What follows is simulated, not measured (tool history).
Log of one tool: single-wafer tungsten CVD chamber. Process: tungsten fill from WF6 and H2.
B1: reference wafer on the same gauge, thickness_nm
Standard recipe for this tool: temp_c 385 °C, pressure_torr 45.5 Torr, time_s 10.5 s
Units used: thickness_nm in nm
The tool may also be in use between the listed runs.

run 1 day=0.000 | temp_c=391 pressure_torr=37.1 time_s=10.5 | B1=31.402 | thickness_nm=31.521
run 2 day=1.212 | temp_c=385 pressure_torr=45.5 time_s=10.5 | B1=31.437 | thickness_nm=31.141
run 3 day=1.633 | temp_c=385 pressure_torr=52.1 time_s=10.5 | B1=31.381 | thickness_nm=33.754
run 4 day=1.962 | temp_c=385 pressure_torr=52.1 time_s=10.5 | B1=31.343 | thickness_nm=33.637
run 5 day=2.408 | temp_c=385 pressure_torr=52.1 time_s=10.5 | B1=31.355 | thickness_nm=33.770
-- day=3.133 capacitance manometer re-zeroed and calibrated
run 6 day=3.154 | temp_c=385 pressure_torr=45.5 time_s=10.5 | B1=31.350 | thickness_nm=31.579
-- day=3.671 showerhead replaced
run 7 day=3.833 | temp_c=385 pressure_torr=45.5 time_s=10.5 | B1=31.431 | thickness_nm=31.178
run 8 day=4.117 | temp_c=391 pressure_torr=45.5 time_s=10.5 | B1=31.413 | thickness_nm=35.718
-- day=4.754 thermocouple changed; heater temperature recalibrated
run 9 day=4.825 | temp_c=391 pressure_torr=45.5 time_s=10.5 | B1=31.392 | thickness_nm=30.974
run 10 day=5.133 | temp_c=393 pressure_torr=42.3 time_s=9.8 | B1=31.375 | thickness_nm=29.150
run 11 day=5.708 | temp_c=385 pressure_torr=45.5 time_s=10.5 | B1=31.430 | thickness_nm=27.325
run 12 day=6.433 | temp_c=385 pressure_torr=37.6 time_s=10.5 | B1=31.406 | thickness_nm=24.349
run 13 day=6.875 | temp_c=385 pressure_torr=45.5 time_s=11.1 | B1=31.390 | thickness_nm=29.070
run 14 day=7.317 | temp_c=385 pressure_torr=37.7 time_s=10.0 | B1=31.393 | thickness_nm=23.261
run 15 day=7.596 | temp_c=375 pressure_torr=53.2 time_s=10.5 | B1=31.413 | thickness_nm=23.661
-- day=7.892 gauge calibrated
run 16 day=8.333 | temp_c=385 pressure_torr=45.5 time_s=11.3 | B1=31.382 | thickness_nm=29.799
run 17 day=8.854 | temp_c=373 pressure_torr=50.9 time_s=12.2 | B1=31.449 | thickness_nm=25.956
run 18 day=9.112 | temp_c=385 pressure_torr=51.2 time_s=9.1 | B1=31.422 | thickness_nm=25.518
run 19 day=10.092 | temp_c=385 pressure_torr=45.5 time_s=10.5 | B1=31.414 | thickness_nm=27.611

Forecast each of these 4 alternatives for the next run:
run A day=10.108 | temp_c=385 pressure_torr=45.5 time_s=10.5 | B1=? | thickness_nm=?
run B day=10.108 | temp_c=381 pressure_torr=53.5 time_s=9.1 | B1=? | thickness_nm=?
run C day=10.108 | temp_c=371 pressure_torr=39.7 time_s=9.4 | B1=? | thickness_nm=?
run D day=10.108 | temp_c=385 pressure_torr=45.5 time_s=9.4 | B1=? | thickness_nm=?

run=A B1=31.440 thickness_nm=27.295
run=B B1=31.440 thickness_nm=23.584
run=C B1=31.440 thickness_nm=16.305
run=D B1=31.440 thickness_nm=24.425
The same runs, with their run-to-run variation unchanged, on a tool lacking any hidden condition would have given:
run=A thickness_nm=26.539
run=B thickness_nm=22.922
run=C thickness_nm=15.821
run=D thickness_nm=23.749
